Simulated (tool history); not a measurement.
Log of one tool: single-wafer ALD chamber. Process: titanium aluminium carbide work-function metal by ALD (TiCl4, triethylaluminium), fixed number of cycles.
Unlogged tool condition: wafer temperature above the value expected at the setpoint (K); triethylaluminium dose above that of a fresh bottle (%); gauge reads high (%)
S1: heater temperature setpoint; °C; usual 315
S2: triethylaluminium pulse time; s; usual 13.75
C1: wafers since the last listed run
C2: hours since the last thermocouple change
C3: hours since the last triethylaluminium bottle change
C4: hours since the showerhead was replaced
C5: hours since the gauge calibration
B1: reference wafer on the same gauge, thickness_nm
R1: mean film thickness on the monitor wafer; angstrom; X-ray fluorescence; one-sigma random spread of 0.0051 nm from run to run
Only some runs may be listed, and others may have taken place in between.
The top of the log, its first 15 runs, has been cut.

run,hour,S1,S2,C1,C2,C3,C4,C5,B1,R1
16,209.5,315,13.75,88,2084.6,65.7,63,77.5,1.97,20.13
17,219.2,315,17.09,63,2094.3,75.4,72.7,87.2,1.97,20.41
18,234.5,322,13.75,99,2109.6,90.7,88,102.5,1.969,20.83
19,243.2,319,9.42,56,2118.3,99.4,96.7,111.2,1.969,19.89
20,295.6,320,13.75,341,2170.7,151.8,149.1,163.6,1.97,20.55
# hour 306.1: thermocouple changed; heater temperature recalibrated
21,311.8,308,13.75,53,5.7,168,165.3,179.8,1.97,19.48
22,329.4,303,13.75,114,23.3,185.6,182.9,197.4,1.969,19.03
23,342,309,10.98,82,35.9,198.2,195.5,210,1.969,19.23
24,348.7,315,13.75,43,42.6,204.9,202.2,216.7,1.97,20.15
25,365.6,300,18.07,110,59.5,221.8,219.1,233.6,1.97,18.94
26,374.3,315,17.37,56,68.2,230.5,227.8,242.3,1.97,20.27
27,391.4,315,12,111,85.3,247.6,244.9,259.4,1.97,19.75
28,401.9,315,13.75,68,95.8,258.1,255.4,269.9,1.969,20.08
29,417.5,327,13.75,101,111.4,273.7,271,285.5,1.97,21.07
30,434.2,315,13.75,108,128.1,290.4,287.7,302.2,1.969,20
31,451.3,327,10.74,111,145.2,307.5,304.8,319.3,1.968,20.56
32,471.7,310,15.42,133,165.6,327.9,325.2,339.7,1.969,19.73

Predict each of these 5 candidate next runs independently; none follows another, all start after run 32:
A,472.1,324,13.75,2,166,328.3,325.6,340.1,?,?
B,472.1,309,10.04,2,166,328.3,325.6,340.1,?,?
C,472.1,315,9.96,2,166,328.3,325.6,340.1,?,?
D,472.1,304,15.31,2,166,328.3,325.6,340.1,?,?
E,472.1,324,11.43,2,166,328.3,325.6,340.1,?,?

run,B1,R1
A,1.97,20.84
B,1.97,18.8
C,1.97,19.3
D,1.97,19.15
E,1.97,20.47
Stripped of hidden state, with their random variation kept, the same runs would have yielded:
run,R1
A,21.11
B,19.33
C,19.86
D,19.32
E,20.91
